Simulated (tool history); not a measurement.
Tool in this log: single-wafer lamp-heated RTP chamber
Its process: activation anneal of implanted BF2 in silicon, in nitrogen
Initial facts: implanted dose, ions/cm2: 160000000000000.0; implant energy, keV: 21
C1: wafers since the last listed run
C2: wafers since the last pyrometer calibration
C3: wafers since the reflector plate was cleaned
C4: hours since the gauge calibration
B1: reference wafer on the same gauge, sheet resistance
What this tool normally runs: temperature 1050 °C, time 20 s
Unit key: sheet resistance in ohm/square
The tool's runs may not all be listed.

Run 1, hour 0.0: usual settings but time 26 s; C1 0; C2 6055; C3 5024; C4 2248.5; B1 532.45. Result: sheet resistance 627.82 ohm/square.
Run 2, hour 57.5: usual settings but time 26 s; C1 763; C2 6818; C3 5787; C4 2306.0; B1 532.14. Result: sheet resistance 630.74 ohm/square.
At hour 101.1: reflector plate cleaned.
At hour 136.8: pyrometer window cleaned and pyrometer calibrated.
Run 3, hour 137.3: usual settings; C1 846; C2 7; C3 374; C4 2385.8; B1 532.45. Result: sheet resistance 633.66 ohm/square.
Run 4, hour 179.4: usual settings; C1 558; C2 565; C3 932; C4 2427.9; B1 532.06. Result: sheet resistance 634.48 ohm/square.
Run 5, hour 267.5: usual settings but time 12 s; C1 1169; C2 1734; C3 2102; C4 2516.0; B1 532.02. Result: sheet resistance 641.98 ohm/square.
Run 6, hour 329.6: usual settings but time 12 s; C1 824; C2 2558; C3 2926; C4 2578.1; B1 532.20. Result: sheet resistance 640.31 ohm/square.
Run 7, hour 431.6: usual settings but time 11 s; C1 1353; C2 3912; C3 4279; C4 2680.1; B1 532.10. Result: sheet resistance 637.85 ohm/square.
Run 8, hour 493.1: usual settings; C1 816; C2 4728; C3 5095; C4 2741.6; B1 531.90. Result: sheet resistance 635.86 ohm/square.
Run 9, hour 554.9: usual settings; C1 820; C2 5548; C3 5915; C4 2803.4; B1 531.88. Result: sheet resistance 634.49 ohm/square.
At hour 603.9: reflector plate cleaned.
Run 10, hour 646.1: usual settings; C1 1104; C2 6652; C3 560; C4 2894.6; B1 532.10. Result: sheet resistance 636.21 ohm/square.
Run 11, hour 724.3: usual settings but temperature 1064 °C, time 23 s; C1 1037; C2 7690; C3 1597; C4 2972.8; B1 532.11. Result: sheet resistance 630.88 ohm/square.
At hour 812.7: pyrometer window cleaned and pyrometer calibrated.
Run 12, hour 834.1: usual settings but temperature 1064 °C, time 23 s; C1 1350; C2 283; C3 2948; C4 3082.6; B1 532.20. Result: sheet resistance 627.79 ohm/square.
Run 13, hour 892.6: usual settings; C1 776; C2 1059; C3 3725; C4 3141.1; B1 531.93. Result: sheet resistance 635.18 ohm/square.
At hour 919.2: gauge calibrated.
Run 14, hour 961.4: usual settings; C1 912; C2 1972; C3 4637; C4 42.2; B1 532.17. Result: sheet resistance 636.39 ohm/square.
At hour 1050.0: reflector plate cleaned.
Run 15, hour 1052.7: usual settings; C1 1105; C2 3077; C3 35; C4 133.5; B1 531.92. Result: sheet resistance 633.52 ohm/square.
Run 16, hour 1105.5: usual settings; C1 700; C2 3778; C3 736; C4 186.3; B1 531.91. Result: sheet resistance 634.94 ohm/square.
Run 17, hour 1153.1: usual settings but temperature 1029 °C; C1 631; C2 4410; C3 1367; C4 233.9; B1 532.03. Result: sheet resistance 639.07 ohm/square.
Run 18, hour 1244.8: usual settings but temperature 1058 °C; C1 1216; C2 5627; C3 2584; C4 325.6; B1 531.81. Result: sheet resistance 631.07 ohm/square.
Run 19, hour 1308.4: usual settings; C1 843; C2 6471; C3 3428; C4 389.2; B1 531.55. Result: sheet resistance 633.67 ohm/square.
Run 20, hour 1355.4: usual settings but time 26 s; C1 623; C2 7094; C3 4052; C4 436.2; B1 531.80. Result: sheet resistance 628.56 ohm/square.
At hour 1418.2: pyrometer window cleaned and pyrometer calibrated.
Run 21, hour 1422.6: usual settings; C1 785; C2 59; C3 4837; C4 503.4; B1 532.10. Result: sheet resistance 631.61 ohm/square.
Run 22, hour 1500.2: usual settings but time 14 s; C1 1029; C2 1088; C3 5867; C4 581.0; B1 531.99. Result: sheet resistance 638.12 ohm/square.
Run 23, hour 1544.8: usual settings; C1 591; C2 1680; C3 6459; C4 625.6; B1 531.99. Result: sheet resistance 633.80 ohm/square.
At hour 1599.5: reflector plate cleaned.
Run 24, hour 1642.5: usual settings but temperature 1075 °C, time 10 s; C1 1190; C2 2870; C3 570; C4 723.3; B1 531.79. Result: sheet resistance 639.44 ohm/square.
Run 25, hour 1697.2: usual settings but temperature 1073 °C; C1 725; C2 3596; C3 1296; C4 778.0; B1 531.87. Result: sheet resistance 627.71 ohm/square.
Run 26, hour 1792.6: usual settings but temperature 1073 °C; C1 1265; C2 4862; C3 2562; C4 873.4; B1 532.29. Result: sheet resistance 628.51 ohm/square.
Run 27, hour 1856.6: usual settings; C1 849; C2 5711; C3 3411; C4 937.4; B1 531.55. Result: sheet resistance 636.11 ohm/square.
Run 28, hour 1910.6: usual settings but temperature 1023 °C; C1 716; C2 6428; C3 4127; C4 991.4; B1 532.08. Result: sheet resistance 638.95 ohm/square.
At hour 1976.9: pyrometer window cleaned and pyrometer calibrated.
Run 29, hour 2013.5: usual settings but temperature 1073 °C, time 29 s; C1 1259; C2 486; C3 5387; C4 1094.3; B1 531.91. Result: sheet resistance 619.64 ohm/square.
At hour 2095.7: reflector plate cleaned.
Run 30, hour 2109.0: usual settings but temperature 1060 °C, time 10 s; C1 1161; C2 1647; C3 176; C4 1189.8; B1 531.69. Result: sheet resistance 642.15 ohm/square.
Run 31, hour 2175.7: usual settings but temperature 1032 °C, time 23 s; C1 885; C2 2532; C3 1061; C4 1256.5; B1 531.94. Result: sheet resistance 639.71 ohm/square.
Run 32, hour 2217.1: usual settings but temperature 1025 °C; C1 549; C2 3081; C3 1610; C4 1297.9; B1 532.01. Result: sheet resistance 638.52 ohm/square.
Run 33, hour 2441.5: usual settings but temperature 1058 °C, time 27 s; C1 2977; C2 6059; C3 4588; C4 1522.3; B1 532.26. Result: sheet resistance 626.60 ohm/square.
At hour 2530.5: reflector plate cleaned.
Run 34, hour 2549.0: usual settings; C1 1320; C2 7379; C3 245; C4 1629.8; B1 532.04. Result: sheet resistance 633.06 ohm/square.

4 ways to go on from here, each from the tool as it stands after run 34. What would each give?
Run A, hour 2549.4: usual settings; C1 5; C2 7385; C3 250; C4 1630.2; B1 ?. Result: sheet resistance ?.
Run B, hour 2549.4: usual settings but temperature 1022 °C, time 12 s; C1 5; C2 7385; C3 250; C4 1630.2; B1 ?. Result: sheet resistance ?.
Run C, hour 2549.4: usual settings but temperature 1063 °C, time 9 s; C1 5; C2 7385; C3 250; C4 1630.2; B1 ?. Result: sheet resistance ?.
Run D, hour 2549.4: usual settings but temperature 1069 °C, time 13 s; C1 5; C2 7385; C3 250; C4 1630.2; B1 ?. Result: sheet resistance ?.

run      B1  sheet resistance
  A  531.94            632.39
  B  531.94            641.38
  C  531.94            639.68
  D  531.94            634.10
What these runs would have given with no unlogged condition in the tool:
run  sheet resistance
  A            632.39
  B            641.38
  C            639.68
  D            634.10
